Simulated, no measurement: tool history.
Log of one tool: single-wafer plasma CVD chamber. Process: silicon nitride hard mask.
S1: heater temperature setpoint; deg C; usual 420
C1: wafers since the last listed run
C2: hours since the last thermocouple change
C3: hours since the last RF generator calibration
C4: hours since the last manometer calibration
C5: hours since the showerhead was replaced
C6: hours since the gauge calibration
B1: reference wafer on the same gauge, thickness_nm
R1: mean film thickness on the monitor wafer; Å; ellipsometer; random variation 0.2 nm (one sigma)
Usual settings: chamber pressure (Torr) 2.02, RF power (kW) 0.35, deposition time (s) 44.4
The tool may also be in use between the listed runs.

Run 1, hour 0: usual settings; C1 0; C2 2439.7; C3 296.5; C4 2012.3; C5 6273.8; C6 64; B1 53.534. Result: R1 584.05 Å.
Run 2, hour 105.9: usual settings but RF power (kW) 0.405; C1 2372; C2 2545.6; C3 402.4; C4 2118.2; C5 6379.7; C6 169.9; B1 53.52. Result: R1 654.84 Å.
Run 3, hour 208.5: usual settings but RF power (kW) 0.405; C1 2298; C2 2648.2; C3 505; C4 2220.8; C5 6482.3; C6 272.5; B1 53.496. Result: R1 647.82 Å.
Run 4, hour 282.9: usual settings but RF power (kW) 0.405; C1 1666; C2 2722.6; C3 579.4; C4 2295.2; C5 6556.7; C6 346.9; B1 53.487. Result: R1 649.75 Å.
At hour 359.9: capacitance manometer re-zeroed and calibrated.
Run 5, hour 360.4: usual settings but deposition time (s) 46.4; C1 1557; C2 2800.1; C3 656.9; C4 0.5; C5 6634.2; C6 424.4; B1 53.473. Result: R1 599.05 Å.
At hour 408: gauge calibrated.
Run 6, hour 438.4: usual settings but deposition time (s) 46.4; C1 1747; C2 2878.1; C3 734.9; C4 78.5; C5 6712.2; C6 30.4; B1 53.524. Result: R1 596.4 Å.
Run 7, hour 512: usual settings but chamber pressure (Torr) 1.79; C1 1649; C2 2951.7; C3 808.5; C4 152.1; C5 6785.8; C6 104; B1 53.555. Result: R1 553.79 Å.
At hour 592.4: thermocouple changed; heater temperature recalibrated.
At hour 611.8: showerhead replaced.
Run 8, hour 613.9: usual settings but S1 432 deg C, chamber pressure (Torr) 2.27, RF power (kW) 0.41, deposition time (s) 52.7; C1 1924; C2 21.5; C3 910.4; C4 254; C5 2.1; C6 205.9; B1 53.516. Result: R1 765.98 Å.
At hour 628.4: RF generator calibrated.
Run 9, hour 693.5: usual settings; C1 1604; C2 101.1; C3 65.1; C4 333.6; C5 81.7; C6 285.5; B1 53.449. Result: R1 584.33 Å.
Run 10, hour 800.9: usual settings but S1 406 deg C; C1 2406; C2 208.5; C3 172.5; C4 441; C5 189.1; C6 392.9; B1 53.527. Result: R1 588.69 Å.
Run 11, hour 839.4: usual settings but S1 429 deg C, chamber pressure (Torr) 1.88, RF power (kW) 0.41; C1 862; C2 247; C3 211; C4 479.5; C5 227.6; C6 431.4; B1 53.503. Result: R1 644.78 Å.
At hour 916.1: gauge calibrated.
Run 12, hour 929.5: usual settings but deposition time (s) 46.4; C1 2018; C2 337.1; C3 301.1; C4 569.6; C5 317.7; C6 13.4; B1 53.478. Result: R1 611.83 Å.
Run 13, hour 995: usual settings but chamber pressure (Torr) 2.46, deposition time (s) 36; C1 1467; C2 402.6; C3 366.6; C4 635.1; C5 383.2; C6 78.9; B1 53.511. Result: R1 495.38 Å.
Run 14, hour 1053.2: usual settings but S1 414 deg C, RF power (kW) 0.39; C1 1303; C2 460.8; C3 424.8; C4 693.3; C5 441.4; C6 137.1; B1 53.477. Result: R1 630.23 Å.

Measured less the same run without the tool's hidden state. The same run-to-run variation is in both; the gauge's scatter may not be:
The hidden state here: wafer temperature above the value expected at the setpoint (K); delivered RF power above the setpoint (%); true pressure above the setpoint (%); gauge reads high (%).
run      R1
  1   -4.45
  2   -7.08
  3  -10.09
  4  -12.82
  5  -16.02
  6  -19.67
  7  -21.99
  8  -35.48
  9   -1.66
 10   -2.48
 11      -3
 12    -4.6
 13    -4.9
 14   -7.25
